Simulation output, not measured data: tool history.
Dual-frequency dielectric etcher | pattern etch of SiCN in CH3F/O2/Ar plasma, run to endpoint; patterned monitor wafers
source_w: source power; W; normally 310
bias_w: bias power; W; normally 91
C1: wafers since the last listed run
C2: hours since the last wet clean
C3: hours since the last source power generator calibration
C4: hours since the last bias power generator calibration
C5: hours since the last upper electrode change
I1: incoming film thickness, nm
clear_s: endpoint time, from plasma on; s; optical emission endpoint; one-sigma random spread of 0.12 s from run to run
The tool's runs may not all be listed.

Run 1, hour 0: usual settings; C1 0; C2 501.3; C3 3293.7; C4 1299.5; C5 1074.8; I1 11.8. Result: clear_s 34 s.
Run 2, hour 76.6: usual settings; C1 1221; C2 577.9; C3 3370.3; C4 1376.1; C5 1151.4; I1 11.95. Result: clear_s 34.3 s.
At hour 131.6: wet clean of the chamber.
Run 3, hour 174: usual settings; C1 1170; C2 42.4; C3 3467.7; C4 1473.5; C5 1248.8; I1 11.79. Result: clear_s 33.9 s.
Run 4, hour 224.9: usual settings but source_w 340 W; C1 811; C2 93.3; C3 3518.6; C4 1524.4; C5 1299.7; I1 11.95. Result: clear_s 33.6 s.
Run 5, hour 323.3: usual settings but source_w 340 W; C1 1568; C2 191.7; C3 3617; C4 1622.8; C5 1398.1; I1 11.9. Result: clear_s 33.4 s.
Run 6, hour 404.5: usual settings but source_w 340 W; C1 1294; C2 272.9; C3 3698.2; C4 1704; C5 1479.3; I1 11.91. Result: clear_s 33.5 s.
Run 7, hour 452: usual settings but bias_w 109 W; C1 757; C2 320.4; C3 3745.7; C4 1751.5; C5 1526.8; I1 11.96. Result: clear_s 32.5 s.
Run 8, hour 525.6: usual settings; C1 1173; C2 394; C3 3819.3; C4 1825.1; C5 1600.4; I1 11.87. Result: clear_s 34.3 s.
Run 9, hour 628.5: usual settings; C1 1640; C2 496.9; C3 3922.2; C4 1928; C5 1703.3; I1 11.85. Result: clear_s 33.9 s.
Run 10, hour 687.2: usual settings; C1 935; C2 555.6; C3 3980.9; C4 1986.7; C5 1762; I1 11.94. Result: clear_s 34.1 s.
Run 11, hour 741.2: usual settings; C1 860; C2 609.6; C3 4034.9; C4 2040.7; C5 1816; I1 11.94. Result: clear_s 34.3 s.
At hour 804: wet clean of the chamber.
Run 12, hour 817.3: usual settings; C1 830; C2 13.3; C3 4111; C4 2116.8; C5 1892.1; I1 11.83. Result: clear_s 33.8 s.
Run 13, hour 884.2: usual settings; C1 1066; C2 80.2; C3 4177.9; C4 2183.7; C5 1959; I1 11.91. Result: clear_s 33.9 s.
Run 14, hour 984.5: usual settings; C1 1598; C2 180.5; C3 4278.2; C4 2284; C5 2059.3; I1 12.06. Result: clear_s 34.4 s.
At hour 1002: bias power generator calibrated.
Run 15, hour 1026.9: usual settings but source_w 250 W; C1 612; C2 222.9; C3 4320.6; C4 24.9; C5 2101.7; I1 11.78. Result: clear_s 35.7 s.
Run 16, hour 1066.9: usual settings but source_w 250 W; C1 637; C2 262.9; C3 4360.6; C4 64.9; C5 2141.7; I1 11.88. Result: clear_s 36.1 s.
Run 17, hour 1131: usual settings but source_w 280 W, bias_w 70 W; C1 1021; C2 327; C3 4424.7; C4 129; C5 2205.8; I1 11.89. Result: clear_s 37.7 s.
Run 18, hour 1206.5: usual settings but source_w 270 W, bias_w 102 W; C1 1203; C2 402.5; C3 4500.2; C4 204.5; C5 2281.3; I1 11.86. Result: clear_s 34.4 s.
At hour 1300.3: source power generator calibrated.
Run 19, hour 1313.6: usual settings but source_w 280 W, bias_w 110 W; C1 1643; C2 509.6; C3 13.3; C4 311.6; C5 2388.4; I1 11.93. Result: clear_s 33.3 s.
At hour 1349.6: upper electrode replaced.
At hour 1413.9: wet clean of the chamber.
Run 20, hour 1414.4: usual settings but source_w 230 W, bias_w 98 W; C1 841; C2 0.5; C3 114.1; C4 412.4; C5 64.8; I1 12.02. Result: clear_s 36.4 s.
Run 21, hour 1558.1: usual settings but source_w 270 W, bias_w 102 W; C1 2290; C2 144.2; C3 257.8; C4 556.1; C5 208.5; I1 11.95. Result: clear_s 34.6 s.
Run 22, hour 1602: usual settings but source_w 370 W, bias_w 80 W; C1 699; C2 188.1; C3 301.7; C4 600; C5 252.4; I1 11.95. Result: clear_s 34.3 s.
Run 23, hour 1702.1: usual settings but source_w 380 W, bias_w 111 W; C1 1595; C2 288.2; C3 401.8; C4 700.1; C5 352.5; I1 11.84. Result: clear_s 30.9 s.
Run 24, hour 1741.8: usual settings; C1 632; C2 327.9; C3 441.5; C4 739.8; C5 392.2; I1 11.91. Result: clear_s 34.6 s.
Run 25, hour 1812.9: usual settings but source_w 370 W, bias_w 73 W; C1 1133; C2 399; C3 512.6; C4 810.9; C5 463.3; I1 11.92. Result: clear_s 35.2 s.
Run 26, hour 1888.3: usual settings but source_w 290 W, bias_w 77 W; C1 1201; C2 474.4; C3 588; C4 886.3; C5 538.7; I1 11.93. Result: clear_s 36.6 s.
Run 27, hour 1928.9: usual settings but source_w 380 W, bias_w 82 W; C1 647; C2 515; C3 628.6; C4 926.9; C5 579.3; I1 11.76. Result: clear_s 33.3 s.
Run 28, hour 2014.6: usual settings but source_w 370 W, bias_w 77 W; C1 1366; C2 600.7; C3 714.3; C4 1012.6; C5 665; I1 11.86. Result: clear_s 34.5 s.
At hour 2050.9: wet clean of the chamber.
Run 29, hour 2178.8: usual settings but source_w 390 W, bias_w 113 W; C1 2235; C2 127.9; C3 878.5; C4 1176.8; C5 829.2; I1 12. Result: clear_s 30.9 s.
Run 30, hour 2282.6: usual settings but source_w 280 W, bias_w 113 W; C1 1654; C2 231.7; C3 982.3; C4 1280.6; C5 933; I1 11.93. Result: clear_s 33.1 s.
Run 31, hour 2462.4: usual settings but source_w 280 W, bias_w 113 W; C1 2866; C2 411.5; C3 1162.1; C4 1460.4; C5 1112.8; I1 11.89. Result: clear_s 33.2 s.
Run 32, hour 2566: usual settings but source_w 260 W, bias_w 112 W; C1 1651; C2 515.1; C3 1265.7; C4 1564; C5 1216.4; I1 11.81. Result: clear_s 33.4 s.
At hour 2642: wet clean of the chamber.
Run 33, hour 2649.1: usual settings but source_w 330 W, bias_w 80 W; C1 942; C2 7.1; C3 1348.8; C4 1647.1; C5 1299.5; I1 11.85. Result: clear_s 34.8 s.

Consider 3 possible next runs. They are alternatives, not a sequence: every one starts from the tool as it was left by run 33. What does each give?
Run A, hour 2649.5: usual settings but bias_w 113 W; C1 6; C2 7.5; C3 1349.2; C4 1647.5; C5 1299.9; I1 11.89. Result: clear_s ?.
Run B, hour 2649.5: usual settings but source_w 340 W, bias_w 82 W; C1 6; C2 7.5; C3 1349.2; C4 1647.5; C5 1299.9; I1 11.89. Result: clear_s ?.
Run C, hour 2649.5: usual settings but source_w 240 W, bias_w 101 W; C1 6; C2 7.5; C3 1349.2; C4 1647.5; C5 1299.9; I1 11.89. Result: clear_s ?.

run  clear_s
  A       32
  B     34.3
  C       35
Without the tool's unlogged condition, the same runs would have read:
run  clear_s
  A     32.3
  B     34.5
  C     35.2
